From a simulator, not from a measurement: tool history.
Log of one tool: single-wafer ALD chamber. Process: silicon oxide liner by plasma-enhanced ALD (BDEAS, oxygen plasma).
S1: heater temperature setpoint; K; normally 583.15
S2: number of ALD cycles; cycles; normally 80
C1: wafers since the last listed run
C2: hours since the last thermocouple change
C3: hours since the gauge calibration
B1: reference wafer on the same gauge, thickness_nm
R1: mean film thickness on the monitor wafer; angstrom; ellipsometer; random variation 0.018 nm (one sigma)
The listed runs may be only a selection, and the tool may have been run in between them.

{"run": 1, "day": 0.0, "S1": 583.15, "S2": 80, "C1": 0, "C2": 282.3, "C3": 614.3, "B1": 7.987, "R1": 73.73}
{"run": 2, "day": 2.054, "S1": 583.15, "S2": 80, "C1": 243, "C2": 331.6, "C3": 663.6, "B1": 7.981, "R1": 73.45}
{"run": 3, "day": 3.075, "S1": 583.15, "S2": 80, "C1": 120, "C2": 356.1, "C3": 688.1, "B1": 7.977, "R1": 73.93}
{"run": 4, "day": 4.838, "S1": 583.15, "S2": 80, "C1": 208, "C2": 398.4, "C3": 730.4, "B1": 7.981, "R1": 73.98}
{"run": 5, "day": 6.092, "S1": 583.15, "S2": 80, "C1": 148, "C2": 428.5, "C3": 760.5, "B1": 7.982, "R1": 73.48}
{"run": 6, "day": 7.388, "S1": 583.15, "S2": 80, "C1": 153, "C2": 459.6, "C3": 791.6, "B1": 7.983, "R1": 74.07}
{"run": 7, "day": 9.312, "S1": 583.15, "S2": 80, "C1": 227, "C2": 505.8, "C3": 837.8, "B1": 7.981, "R1": 73.52}
{"run": 8, "day": 11.892, "S1": 583.15, "S2": 80, "C1": 305, "C2": 567.7, "C3": 899.7, "B1": 7.982, "R1": 73.39}
{"run": 9, "day": 13.167, "S1": 583.15, "S2": 80, "C1": 150, "C2": 598.3, "C3": 930.3, "B1": 7.977, "R1": 73.42}
{"run": 10, "day": 15.017, "S1": 583.15, "S2": 80, "C1": 218, "C2": 642.7, "C3": 974.7, "B1": 7.978, "R1": 73.27}
{"run": 11, "day": 16.512, "S1": 583.15, "S2": 70, "C1": 176, "C2": 678.6, "C3": 1010.6, "B1": 7.981, "R1": 64.29}
{"run": 12, "day": 19.025, "S1": 583.15, "S2": 80, "C1": 297, "C2": 738.9, "C3": 1070.9, "B1": 7.983, "R1": 73.48}
{"run": 13, "day": 21.521, "S1": 583.15, "S2": 80, "C1": 295, "C2": 798.8, "C3": 1130.8, "B1": 7.98, "R1": 73.55}
{"run": 14, "day": 24.154, "S1": 583.15, "S2": 80, "C1": 311, "C2": 862.0, "C3": 1194.0, "B1": 7.984, "R1": 73.63}
{"day": 25.196, "done": "thermocouple changed; heater temperature recalibrated"}
{"run": 15, "day": 26.567, "S1": 583.15, "S2": 92, "C1": 245, "C2": 32.9, "C3": 1251.9, "B1": 7.979, "R1": 85.2}
{"run": 16, "day": 28.333, "S1": 583.15, "S2": 84, "C1": 209, "C2": 75.3, "C3": 1294.3, "B1": 7.987, "R1": 77.21}
{"run": 17, "day": 30.279, "S1": 583.15, "S2": 80, "C1": 230, "C2": 122.0, "C3": 1341.0, "B1": 7.975, "R1": 73.64}
{"run": 18, "day": 31.908, "S1": 583.15, "S2": 80, "C1": 192, "C2": 161.1, "C3": 1380.1, "B1": 7.978, "R1": 73.73}
{"run": 19, "day": 33.133, "S1": 593.15, "S2": 80, "C1": 144, "C2": 190.5, "C3": 1409.5, "B1": 7.982, "R1": 72.76}
{"run": 20, "day": 35.262, "S1": 583.15, "S2": 80, "C1": 251, "C2": 241.6, "C3": 1460.6, "B1": 7.979, "R1": 73.73}
{"run": 21, "day": 36.612, "S1": 583.15, "S2": 80, "C1": 159, "C2": 274.0, "C3": 1493.0, "B1": 7.982, "R1": 73.52}

What will run 22 give?
{"run": 22, "day": 37.617, "S1": 594.15, "S2": 66, "C1": 118, "C2": 298.1, "C3": 1517.1, "B1": "?", "R1": "?"}

{"run 22": {"B1": 7.984, "R1": 59.7}}
On a tool with no hidden condition, and with the same random variation, this run would have come out at R1 59.70 angstrom.

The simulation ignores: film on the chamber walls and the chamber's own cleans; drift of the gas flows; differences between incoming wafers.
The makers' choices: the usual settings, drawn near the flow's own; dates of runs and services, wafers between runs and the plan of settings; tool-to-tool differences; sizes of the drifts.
